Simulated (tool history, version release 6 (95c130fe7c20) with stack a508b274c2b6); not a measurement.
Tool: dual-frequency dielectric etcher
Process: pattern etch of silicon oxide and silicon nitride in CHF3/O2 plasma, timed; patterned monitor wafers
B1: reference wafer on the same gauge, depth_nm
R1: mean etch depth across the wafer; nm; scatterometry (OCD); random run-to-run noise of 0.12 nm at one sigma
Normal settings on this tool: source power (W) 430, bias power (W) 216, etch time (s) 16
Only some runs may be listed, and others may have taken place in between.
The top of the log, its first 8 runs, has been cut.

Run 9, hour 188.6: usual settings but source power (W) 530, bias power (W) 238, etch time (s) 13.5; B1 26.32. Result: R1 19.89 nm.
Run 10, hour 203.3: usual settings but source power (W) 400; B1 26.29. Result: R1 22.08 nm.
Run 11, hour 220.7: usual settings but etch time (s) 19; B1 26.34. Result: R1 26.67 nm.
Run 12, hour 250.8: usual settings but bias power (W) 247; B1 26.29. Result: R1 23.19 nm.
At hour 265.1: bias power generator calibrated.
Run 13, hour 266.2: usual settings but source power (W) 370, etch time (s) 17.5; B1 26.3. Result: R1 24.18 nm.
Run 14, hour 289.5: usual settings but source power (W) 460; B1 26.28. Result: R1 22.89 nm.
Run 15, hour 325.3: usual settings; B1 26.31. Result: R1 22.88 nm.
Run 16, hour 390.2: usual settings; B1 26.27. Result: R1 22.9 nm.
Run 17, hour 413.7: usual settings; B1 26.32. Result: R1 23.02 nm.
Run 18, hour 506.5: usual settings but etch time (s) 14.5; B1 26.28. Result: R1 21.06 nm.
Run 19, hour 527.7: usual settings but source power (W) 380, bias power (W) 255, etch time (s) 13; B1 26.32. Result: R1 19.22 nm.
At hour 568.2: wet clean of the chamber.
Run 20, hour 568.7: usual settings but source power (W) 540, bias power (W) 202, etch time (s) 11.5; B1 26.31. Result: R1 16.3 nm.
Run 21, hour 580.1: usual settings; B1 26.29. Result: R1 22.07 nm.
Run 22, hour 602.5: usual settings; B1 26.29. Result: R1 21.97 nm.
Run 23, hour 631.2: usual settings but source power (W) 390, bias power (W) 180, etch time (s) 12.5; B1 26.31. Result: R1 16.55 nm.
Run 24, hour 648.5: usual settings but source power (W) 390, bias power (W) 180, etch time (s) 14; B1 26.33. Result: R1 18.57 nm.
Run 25, hour 660.5: usual settings but bias power (W) 253; B1 26.27. Result: R1 23.4 nm.
Run 26, hour 689.7: usual settings; B1 26.29. Result: R1 22.56 nm.
Run 27, hour 714.7: usual settings but bias power (W) 166, etch time (s) 19.5; B1 26.29. Result: R1 25.94 nm.
Run 28, hour 745.3: usual settings but source power (W) 330; B1 26.3. Result: R1 21.85 nm.
At hour 767.9: gauge calibrated.
Run 29, hour 778.3: usual settings; B1 26.26. Result: R1 22.88 nm.
Run 30, hour 819.5: usual settings; B1 26.34. Result: R1 22.94 nm.

Predict each of these 4 candidate next runs independently; none follows another, all start after run 30:
Run A, hour 819.9: usual settings but source power (W) 320; B1 ?. Result: R1 ?.
Run B, hour 819.9: usual settings but bias power (W) 238; B1 ?. Result: R1 ?.
Run C, hour 819.9: usual settings but bias power (W) 259, etch time (s) 14.5; B1 ?. Result: R1 ?.
Run D, hour 819.9: usual settings but source power (W) 340, bias power (W) 259, etch time (s) 14; B1 ?. Result: R1 ?.

run     B1     R1
  A  26.33  21.89
  B  26.33  23.42
  C  26.33  21.66
  D  26.33  20.16
Without the tool's hidden state the same runs would have given:
run     R1
  A  21.31
  B   22.8
  C  21.08
  D  19.63
